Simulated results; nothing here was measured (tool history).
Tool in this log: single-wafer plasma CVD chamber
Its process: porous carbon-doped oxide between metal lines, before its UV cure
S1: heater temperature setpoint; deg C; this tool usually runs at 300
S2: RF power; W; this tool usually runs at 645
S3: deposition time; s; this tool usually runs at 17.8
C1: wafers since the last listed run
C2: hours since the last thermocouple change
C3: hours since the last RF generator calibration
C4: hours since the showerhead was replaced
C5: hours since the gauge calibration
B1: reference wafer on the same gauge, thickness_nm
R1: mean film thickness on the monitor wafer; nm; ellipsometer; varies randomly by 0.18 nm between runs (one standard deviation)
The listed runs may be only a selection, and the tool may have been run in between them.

run 1 hour=0.0 | S1=290 S2=585 S3=17.8 | C1=0 C2=2309.1 C3=1069.0 C4=5966.9 C5=133.4 | B1=103.915 | R1=114.257
run 2 hour=9.0 | S1=300 S2=645 S3=17.8 | C1=245 C2=2318.1 C3=1078.0 C4=5975.9 C5=142.4 | B1=103.982 | R1=113.150
run 3 hour=17.6 | S1=300 S2=645 S3=17.8 | C1=234 C2=2326.7 C3=1086.6 C4=5984.5 C5=151.0 | B1=104.065 | R1=113.361
run 4 hour=32.3 | S1=300 S2=645 S3=17.8 | C1=401 C2=2341.4 C3=1101.3 C4=5999.2 C5=165.7 | B1=103.990 | R1=113.006
run 5 hour=40.7 | S1=300 S2=680 S3=17.8 | C1=229 C2=2349.8 C3=1109.7 C4=6007.6 C5=174.1 | B1=104.023 | R1=116.153
run 6 hour=47.7 | S1=300 S2=645 S3=17.8 | C1=191 C2=2356.8 C3=1116.7 C4=6014.6 C5=181.1 | B1=103.963 | R1=112.783
run 7 hour=64.3 | S1=300 S2=645 S3=17.8 | C1=453 C2=2373.4 C3=1133.3 C4=6031.2 C5=197.7 | B1=104.008 | R1=112.713
run 8 hour=81.5 | S1=300 S2=645 S3=17.8 | C1=469 C2=2390.6 C3=1150.5 C4=6048.4 C5=214.9 | B1=104.006 | R1=112.649
run 9 hour=105.0 | S1=300 S2=645 S3=17.8 | C1=641 C2=2414.1 C3=1174.0 C4=6071.9 C5=238.4 | B1=103.950 | R1=112.556
run 10 hour=112.9 | S1=300 S2=645 S3=17.8 | C1=215 C2=2422.0 C3=1181.9 C4=6079.8 C5=246.3 | B1=104.048 | R1=112.563
run 11 hour=122.1 | S1=300 S2=700 S3=17.8 | C1=251 C2=2431.2 C3=1191.1 C4=6089.0 C5=255.5 | B1=104.006 | R1=117.542
run 12 hour=130.0 | S1=300 S2=700 S3=17.8 | C1=215 C2=2439.1 C3=1199.0 C4=6096.9 C5=263.4 | B1=103.897 | R1=117.208
run 13 hour=147.1 | S1=300 S2=700 S3=17.8 | C1=467 C2=2456.2 C3=1216.1 C4=6114.0 C5=280.5 | B1=104.005 | R1=117.449
-- hour=156.1 thermocouple changed; heater temperature recalibrated
run 14 hour=156.6 | S1=300 S2=575 S3=17.8 | C1=40 C2=0.5 C3=1225.6 C4=6123.5 C5=290.0 | B1=103.905 | R1=108.899
run 15 hour=167.4 | S1=306 S2=645 S3=15.2 | C1=295 C2=11.3 C3=1236.4 C4=6134.3 C5=300.8 | B1=104.015 | R1=95.803
run 16 hour=179.8 | S1=300 S2=645 S3=17.8 | C1=338 C2=23.7 C3=1248.8 C4=6146.7 C5=313.2 | B1=103.975 | R1=115.298
run 17 hour=195.1 | S1=310 S2=520 S3=19.3 | C1=417 C2=39.0 C3=1264.1 C4=6162.0 C5=328.5 | B1=103.948 | R1=105.414
-- hour=203.5 showerhead replaced
run 18 hour=204.8 | S1=313 S2=645 S3=17.8 | C1=46 C2=48.7 C3=1273.8 C4=1.3 C5=338.2 | B1=104.044 | R1=107.188
run 19 hour=216.0 | S1=286 S2=740 S3=19.3 | C1=305 C2=59.9 C3=1285.0 C4=12.5 C5=349.4 | B1=103.961 | R1=145.788
-- hour=236.4 RF generator calibrated
run 20 hour=236.9 | S1=290 S2=750 S3=19.0 | C1=352 C2=80.8 C3=0.5 C4=33.4 C5=370.3 | B1=103.994 | R1=147.922
run 21 hour=243.4 | S1=300 S2=645 S3=17.8 | C1=177 C2=87.3 C3=7.0 C4=39.9 C5=376.8 | B1=103.927 | R1=121.024
-- hour=248.1 gauge calibrated
run 22 hour=261.2 | S1=300 S2=645 S3=16.4 | C1=486 C2=105.1 C3=24.8 C4=57.7 C5=13.1 | B1=104.030 | R1=112.046
run 23 hour=268.6 | S1=305 S2=525 S3=19.5 | C1=202 C2=112.5 C3=32.2 C4=65.1 C5=20.5 | B1=103.949 | R1=115.517
run 24 hour=282.0 | S1=286 S2=545 S3=20.0 | C1=366 C2=125.9 C3=45.6 C4=78.5 C5=33.9 | B1=104.049 | R1=135.330
run 25 hour=291.7 | S1=300 S2=535 S3=17.8 | C1=264 C2=135.6 C3=55.3 C4=88.2 C5=43.6 | B1=103.989 | R1=109.830
run 26 hour=302.6 | S1=300 S2=645 S3=20.1 | C1=297 C2=146.5 C3=66.2 C4=99.1 C5=54.5 | B1=104.107 | R1=135.821
run 27 hour=309.4 | S1=300 S2=645 S3=17.8 | C1=185 C2=153.3 C3=73.0 C4=105.9 C5=61.3 | B1=104.034 | R1=120.745
run 28 hour=315.5 | S1=300 S2=645 S3=17.8 | C1=166 C2=159.4 C3=79.1 C4=112.0 C5=67.4 | B1=103.991 | R1=120.881
run 29 hour=335.8 | S1=307 S2=605 S3=17.8 | C1=554 C2=179.7 C3=99.4 C4=132.3 C5=87.7 | B1=103.959 | R1=112.478
run 30 hour=356.1 | S1=290 S2=770 S3=18.8 | C1=554 C2=200.0 C3=119.7 C4=152.6 C5=108.0 | B1=103.998 | R1=148.068
run 31 hour=374.0 | S1=311 S2=745 S3=15.7 | C1=488 C2=217.9 C3=137.6 C4=170.5 C5=125.9 | B1=103.980 | R1=107.806
run 32 hour=389.9 | S1=306 S2=575 S3=19.5 | C1=434 C2=233.8 C3=153.5 C4=186.4 C5=141.8 | B1=104.072 | R1=119.576
run 33 hour=407.1 | S1=294 S2=610 S3=16.4 | C1=469 C2=251.0 C3=170.7 C4=203.6 C5=159.0 | B1=104.003 | R1=111.823

Below are 5 alternative next runs, each starting from the tool's condition after run 33. Predict each:
run A hour=407.5 | S1=300 S2=590 S3=17.8 | C1=10 C2=251.4 C3=171.1 C4=204.0 C5=159.4 | B1=? | R1=?
run B hour=407.5 | S1=307 S2=745 S3=17.8 | C1=10 C2=251.4 C3=171.1 C4=204.0 C5=159.4 | B1=? | R1=?
run C hour=407.5 | S1=296 S2=645 S3=16.7 | C1=10 C2=251.4 C3=171.1 C4=204.0 C5=159.4 | B1=? | R1=?
run D hour=407.5 | S1=300 S2=545 S3=17.8 | C1=10 C2=251.4 C3=171.1 C4=204.0 C5=159.4 | B1=? | R1=?
run E hour=407.5 | S1=300 S2=690 S3=19.8 | C1=10 C2=251.4 C3=171.1 C4=204.0 C5=159.4 | B1=? | R1=?

run=A B1=104.086 R1=115.000
run=B B1=104.086 R1=124.645
run=C B1=104.086 R1=115.944
run=D B1=104.086 R1=110.490
run=E B1=104.086 R1=138.145
Had the tool no hidden state, the same runs would have come out as:
run=A R1=115.812
run=B R1=125.509
run=C R1=116.765
run=D R1=111.269
run=E R1=139.105

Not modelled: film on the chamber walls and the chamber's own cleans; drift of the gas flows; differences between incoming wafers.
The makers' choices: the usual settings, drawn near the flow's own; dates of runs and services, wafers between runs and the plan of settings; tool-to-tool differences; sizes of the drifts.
